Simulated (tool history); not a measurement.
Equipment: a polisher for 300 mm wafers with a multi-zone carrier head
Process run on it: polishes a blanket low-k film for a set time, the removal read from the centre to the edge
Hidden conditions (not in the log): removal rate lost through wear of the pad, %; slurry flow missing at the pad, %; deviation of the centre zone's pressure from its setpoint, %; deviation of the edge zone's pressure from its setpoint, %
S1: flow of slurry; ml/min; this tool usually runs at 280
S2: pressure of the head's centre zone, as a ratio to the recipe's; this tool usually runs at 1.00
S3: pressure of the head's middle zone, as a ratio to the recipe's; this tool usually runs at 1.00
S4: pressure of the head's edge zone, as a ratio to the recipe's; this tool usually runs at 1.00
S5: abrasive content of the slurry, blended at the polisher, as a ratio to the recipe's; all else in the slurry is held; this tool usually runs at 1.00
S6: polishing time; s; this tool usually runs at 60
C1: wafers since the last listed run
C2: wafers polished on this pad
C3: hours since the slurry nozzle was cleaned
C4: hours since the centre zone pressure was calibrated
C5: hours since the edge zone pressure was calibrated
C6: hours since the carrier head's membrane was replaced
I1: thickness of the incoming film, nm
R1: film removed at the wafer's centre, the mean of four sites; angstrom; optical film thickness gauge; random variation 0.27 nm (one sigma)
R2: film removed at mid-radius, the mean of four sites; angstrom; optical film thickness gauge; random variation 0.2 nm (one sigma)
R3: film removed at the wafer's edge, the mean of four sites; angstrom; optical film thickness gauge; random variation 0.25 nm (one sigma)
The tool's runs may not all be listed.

Run 1, hour 0.0: usual settings; C1 0; C2 21; C3 235.8; C4 536.3; C5 811.9; C6 69.9; I1 572.6. Result: R1 198 angstrom, R2 185 angstrom, R3 187 angstrom.
Run 2, hour 98.9: usual settings; C1 1703; C2 1724; C3 334.7; C4 635.2; C5 910.8; C6 168.8; I1 574.4. Result: R1 186 angstrom, R2 174 angstrom, R3 178 angstrom.
At hour 140.4: edge zone pressure recalibrated.
Run 3, hour 140.9: usual settings; C1 688; C2 2413; C3 376.7; C4 677.2; C5 0.5; C6 210.8; I1 571.2. Result: R1 174 angstrom, R2 169 angstrom, R3 171 angstrom.
At hour 142.7: slurry nozzle cleaned.
Run 4, hour 207.2: usual settings; C1 1124; C2 3537; C3 64.5; C4 743.5; C5 66.8; C6 277.1; I1 569.2. Result: R1 209 angstrom, R2 194 angstrom, R3 190 angstrom.
At hour 270.9: worn pad replaced by a new one.
Run 5, hour 288.3: usual settings but S6 53 s; C1 1327; C2 299; C3 145.6; C4 824.6; C5 147.9; C6 358.2; I1 581.4. Result: R1 184 angstrom, R2 166 angstrom, R3 168 angstrom.
Run 6, hour 377.7: usual settings; C1 1539; C2 1839; C3 235.0; C4 914.0; C5 237.3; C6 447.6; I1 567.5. Result: R1 205 angstrom, R2 185 angstrom, R3 189 angstrom.
Run 7, hour 423.2: usual settings; C1 783; C2 2623; C3 280.5; C4 959.5; C5 282.8; C6 493.1; I1 561.4. Result: R1 205 angstrom, R2 186 angstrom, R3 184 angstrom.
At hour 463.2: carrier head's membrane replaced by a new one.
At hour 477.8: centre zone pressure recalibrated.
At hour 491.9: worn pad replaced by a new one.
At hour 500.8: slurry nozzle cleaned.
Run 8, hour 501.2: usual settings; C1 1136; C2 143; C3 0.4; C4 23.4; C5 360.8; C6 38.0; I1 569.3. Result: R1 193 angstrom, R2 189 angstrom, R3 194 angstrom.
Run 9, hour 597.2: usual settings but S3 0.97, S5 0.85; C1 1653; C2 1797; C3 96.4; C4 119.4; C5 456.8; C6 134.0; I1 569.3. Result: R1 185 angstrom, R2 169 angstrom, R3 172 angstrom.
Run 10, hour 665.8: usual settings but S5 1.25; C1 1181; C2 2978; C3 165.0; C4 188.0; C5 525.4; C6 202.6; I1 575.9. Result: R1 216 angstrom, R2 199 angstrom, R3 200 angstrom.
At hour 765.8: worn pad replaced by a new one.
Run 11, hour 768.1: usual settings; C1 1692; C2 38; C3 267.3; C4 290.3; C5 627.7; C6 304.9; I1 567.8. Result: R1 190 angstrom, R2 181 angstrom, R3 185 angstrom.
Run 12, hour 826.7: usual settings but S2 0.96; C1 1009; C2 1048; C3 325.9; C4 348.9; C5 686.3; C6 363.5; I1 574.7. Result: R1 175 angstrom, R2 175 angstrom, R3 174 angstrom.
At hour 844.9: slurry nozzle cleaned.
Run 13, hour 915.4: usual settings but S1 180 ml/min; C1 1510; C2 2558; C3 70.5; C4 437.6; C5 775.0; C6 452.2; I1 579.6. Result: R1 188 angstrom, R2 177 angstrom, R3 180 angstrom.
At hour 962.4: edge zone pressure recalibrated.
At hour 973.6: carrier head's membrane replaced by a new one.
Run 14, hour 986.6: usual settings but S3 1.06, S4 0.95; C1 1105; C2 3664; C3 141.7; C4 508.8; C5 24.2; C6 13.0; I1 577.6. Result: R1 208 angstrom, R2 201 angstrom, R3 187 angstrom.
At hour 996.6: worn pad replaced by a new one.
Run 15, hour 1046.8: usual settings; C1 967; C2 865; C3 201.9; C4 569.0; C5 84.4; C6 73.2; I1 567.0. Result: R1 202 angstrom, R2 189 angstrom, R3 186 angstrom.
Run 16, hour 1131.2: usual settings but S2 1.09; C1 1453; C2 2319; C3 286.3; C4 653.4; C5 168.8; C6 157.6; I1 565.8. Result: R1 219 angstrom, R2 183 angstrom, R3 184 angstrom.
Run 17, hour 1176.2: usual settings; C1 775; C2 3094; C3 331.3; C4 698.4; C5 213.8; C6 202.6; I1 575.5. Result: R1 196 angstrom, R2 179 angstrom, R3 181 angstrom.
At hour 1237.4: slurry nozzle cleaned.
Run 18, hour 1249.5: usual settings but S6 78 s; C1 1245; C2 4339; C3 12.1; C4 771.7; C5 287.1; C6 275.9; I1 573.7. Result: R1 269 angstrom, R2 244 angstrom, R3 250 angstrom.

Below are 3 alternative next runs, each starting from the tool's condition after run 18. Predict each:
Run A, hour 1249.9: usual settings but S2 1.10; C1 6; C2 4346; C3 12.5; C4 772.1; C5 287.5; C6 276.3; I1 569.4. Result: R1 ?, R2 ?, R3 ?.
Run B, hour 1249.9: usual settings but S3 0.91, S5 0.85; C1 6; C2 4346; C3 12.5; C4 772.1; C5 287.5; C6 276.3; I1 569.4. Result: R1 ?, R2 ?, R3 ?.
Run C, hour 1249.9: usual settings but S4 0.92, S6 53 s; C1 6; C2 4346; C3 12.5; C4 772.1; C5 287.5; C6 276.3; I1 569.4. Result: R1 ?, R2 ?, R3 ?.

run   R1   R2   R3
  A  239  192  190
  B  205  167  180
  C  192  170  162
With the hidden condition removed and each run's random variation left untouched, the same runs would have given:
run   R1   R2   R3
  A  213  192  190
  B  182  167  180
  C  171  170  162
